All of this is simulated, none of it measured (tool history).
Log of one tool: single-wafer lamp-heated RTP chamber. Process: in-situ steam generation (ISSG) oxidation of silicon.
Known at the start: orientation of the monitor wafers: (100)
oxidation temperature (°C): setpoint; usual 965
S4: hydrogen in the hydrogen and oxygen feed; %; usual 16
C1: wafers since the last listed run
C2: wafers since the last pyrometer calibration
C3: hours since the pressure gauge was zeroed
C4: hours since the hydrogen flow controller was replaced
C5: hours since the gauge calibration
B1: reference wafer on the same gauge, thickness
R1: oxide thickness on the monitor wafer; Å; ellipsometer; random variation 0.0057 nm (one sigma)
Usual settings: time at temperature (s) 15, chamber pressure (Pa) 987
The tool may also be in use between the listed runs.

{"run": 1, "hour": 0.0, "oxidation temperature (°C)": 965, "time at temperature (s)": 15, "chamber pressure (Pa)": 987, "S4": 16, "C1": 0, "C2": 1889, "C3": 1280.1, "C4": 3996.5, "C5": 53.9, "B1": 3.911, "R1": 38.56}
{"run": 2, "hour": 16.4, "oxidation temperature (°C)": 965, "time at temperature (s)": 15, "chamber pressure (Pa)": 987, "S4": 16, "C1": 131, "C2": 2021, "C3": 1296.5, "C4": 4012.9, "C5": 70.3, "B1": 3.908, "R1": 38.69}
{"run": 3, "hour": 25.3, "oxidation temperature (°C)": 965, "time at temperature (s)": 15, "chamber pressure (Pa)": 920, "S4": 16, "C1": 71, "C2": 2093, "C3": 1305.4, "C4": 4021.8, "C5": 79.2, "B1": 3.907, "R1": 38.35}
{"run": 4, "hour": 40.5, "oxidation temperature (°C)": 965, "time at temperature (s)": 18, "chamber pressure (Pa)": 987, "S4": 16, "C1": 122, "C2": 2215, "C3": 1320.6, "C4": 4037.0, "C5": 94.4, "B1": 3.91, "R1": 41.85}
{"run": 5, "hour": 51.8, "oxidation temperature (°C)": 965, "time at temperature (s)": 15, "chamber pressure (Pa)": 987, "S4": 16, "C1": 90, "C2": 2306, "C3": 1331.9, "C4": 4048.3, "C5": 105.7, "B1": 3.91, "R1": 38.64}
{"run": 6, "hour": 59.3, "oxidation temperature (°C)": 965, "time at temperature (s)": 15, "chamber pressure (Pa)": 987, "S4": 14, "C1": 60, "C2": 2366, "C3": 1339.4, "C4": 4055.8, "C5": 113.2, "B1": 3.909, "R1": 37.54}
{"run": 7, "hour": 65.9, "oxidation temperature (°C)": 965, "time at temperature (s)": 15, "chamber pressure (Pa)": 987, "S4": 14, "C1": 53, "C2": 2419, "C3": 1346.0, "C4": 4062.4, "C5": 119.8, "B1": 3.909, "R1": 37.65}
{"run": 8, "hour": 74.7, "oxidation temperature (°C)": 965, "time at temperature (s)": 15, "chamber pressure (Pa)": 987, "S4": 14, "C1": 70, "C2": 2490, "C3": 1354.8, "C4": 4071.2, "C5": 128.6, "B1": 3.91, "R1": 37.75}
{"run": 9, "hour": 87.7, "oxidation temperature (°C)": 965, "time at temperature (s)": 17, "chamber pressure (Pa)": 987, "S4": 16, "C1": 104, "C2": 2595, "C3": 1367.8, "C4": 4084.2, "C5": 141.6, "B1": 3.909, "R1": 40.96}
{"run": 10, "hour": 102.0, "oxidation temperature (°C)": 965, "time at temperature (s)": 17, "chamber pressure (Pa)": 987, "S4": 16, "C1": 115, "C2": 2710, "C3": 1382.1, "C4": 4098.5, "C5": 155.9, "B1": 3.909, "R1": 41.04}
{"hour": 116.0, "done": "hydrogen flow controller replaced"}
{"run": 11, "hour": 116.5, "oxidation temperature (°C)": 965, "time at temperature (s)": 15, "chamber pressure (Pa)": 987, "S4": 16, "C1": 52, "C2": 2762, "C3": 1396.6, "C4": 0.5, "C5": 170.4, "B1": 3.909, "R1": 39.01}
{"run": 12, "hour": 124.3, "oxidation temperature (°C)": 965, "time at temperature (s)": 15, "chamber pressure (Pa)": 987, "S4": 16, "C1": 62, "C2": 2825, "C3": 1404.4, "C4": 8.3, "C5": 178.2, "B1": 3.91, "R1": 38.88}
{"run": 13, "hour": 138.4, "oxidation temperature (°C)": 965, "time at temperature (s)": 15, "chamber pressure (Pa)": 1187, "S4": 11, "C1": 113, "C2": 2938, "C3": 1418.5, "C4": 22.4, "C5": 192.3, "B1": 3.91, "R1": 35.92}
{"hour": 153.0, "done": "pressure gauge zeroed"}
{"run": 14, "hour": 153.5, "oxidation temperature (°C)": 959, "time at temperature (s)": 11, "chamber pressure (Pa)": 1053, "S4": 25, "C1": 57, "C2": 2995, "C3": 0.5, "C4": 37.5, "C5": 207.4, "B1": 3.909, "R1": 37.97}
{"hour": 184.3, "done": "pyrometer window cleaned and pyrometer calibrated"}
{"run": 15, "hour": 186.8, "oxidation temperature (°C)": 965, "time at temperature (s)": 18, "chamber pressure (Pa)": 987, "S4": 21, "C1": 203, "C2": 20, "C3": 33.8, "C4": 70.8, "C5": 240.7, "B1": 3.91, "R1": 43.52}
{"run": 16, "hour": 202.8, "oxidation temperature (°C)": 949, "time at temperature (s)": 11, "chamber pressure (Pa)": 920, "S4": 16, "C1": 128, "C2": 149, "C3": 49.8, "C4": 86.8, "C5": 256.7, "B1": 3.909, "R1": 31.98}
{"hour": 208.7, "done": "gauge calibrated"}
{"run": 17, "hour": 213.1, "oxidation temperature (°C)": 950, "time at temperature (s)": 15, "chamber pressure (Pa)": 987, "S4": 16, "C1": 82, "C2": 232, "C3": 60.1, "C4": 97.1, "C5": 4.4, "B1": 3.911, "R1": 36.29}
{"run": 18, "hour": 220.3, "oxidation temperature (°C)": 965, "time at temperature (s)": 15, "chamber pressure (Pa)": 1067, "S4": 16, "C1": 57, "C2": 289, "C3": 67.3, "C4": 104.3, "C5": 11.6, "B1": 3.91, "R1": 38.07}
{"run": 19, "hour": 227.4, "oxidation temperature (°C)": 965, "time at temperature (s)": 15, "chamber pressure (Pa)": 987, "S4": 16, "C1": 57, "C2": 347, "C3": 74.4, "C4": 111.4, "C5": 18.7, "B1": 3.911, "R1": 38.02}
{"run": 20, "hour": 243.1, "oxidation temperature (°C)": 979, "time at temperature (s)": 20, "chamber pressure (Pa)": 920, "S4": 23, "C1": 126, "C2": 473, "C3": 90.1, "C4": 127.1, "C5": 34.4, "B1": 3.912, "R1": 48.78}
{"run": 21, "hour": 253.7, "oxidation temperature (°C)": 965, "time at temperature (s)": 15, "chamber pressure (Pa)": 987, "S4": 13, "C1": 85, "C2": 558, "C3": 100.7, "C4": 137.7, "C5": 45.0, "B1": 3.91, "R1": 36.29}
{"run": 22, "hour": 265.6, "oxidation temperature (°C)": 965, "time at temperature (s)": 15, "chamber pressure (Pa)": 1093, "S4": 16, "C1": 95, "C2": 654, "C3": 112.6, "C4": 149.6, "C5": 56.9, "B1": 3.91, "R1": 38.15}

Forecast each of these 5 alternatives for the next run:
{"run": "A", "hour": 266.1, "oxidation temperature (°C)": 954, "time at temperature (s)": 15, "chamber pressure (Pa)": 987, "S4": 16, "C1": 4, "C2": 658, "C3": 113.1, "C4": 150.1, "C5": 57.4, "B1": "?", "R1": "?"}
{"run": "B", "hour": 266.1, "oxidation temperature (°C)": 965, "time at temperature (s)": 12, "chamber pressure (Pa)": 1080, "S4": 11, "C1": 4, "C2": 658, "C3": 113.1, "C4": 150.1, "C5": 57.4, "B1": "?", "R1": "?"}
{"run": "C", "hour": 266.1, "oxidation temperature (°C)": 949, "time at temperature (s)": 11, "chamber pressure (Pa)": 1107, "S4": 19, "C1": 4, "C2": 658, "C3": 113.1, "C4": 150.1, "C5": 57.4, "B1": "?", "R1": "?"}
{"run": "D", "hour": 266.1, "oxidation temperature (°C)": 974, "time at temperature (s)": 15, "chamber pressure (Pa)": 987, "S4": 11, "C1": 4, "C2": 658, "C3": 113.1, "C4": 150.1, "C5": 57.4, "B1": "?", "R1": "?"}
{"run": "E", "hour": 266.1, "oxidation temperature (°C)": 965, "time at temperature (s)": 15, "chamber pressure (Pa)": 920, "S4": 21, "C1": 4, "C2": 658, "C3": 113.1, "C4": 150.1, "C5": 57.4, "B1": "?", "R1": "?"}

run=A B1=3.912 R1=36.97
run=B B1=3.912 R1=32.07
run=C B1=3.912 R1=33.80
run=D B1=3.912 R1=36.03
run=E B1=3.912 R1=40.57
Without the tool's hidden state the same runs would have given:
run=A R1=36.74
run=B R1=31.87
run=C R1=33.62
run=D R1=35.78
run=E R1=40.30
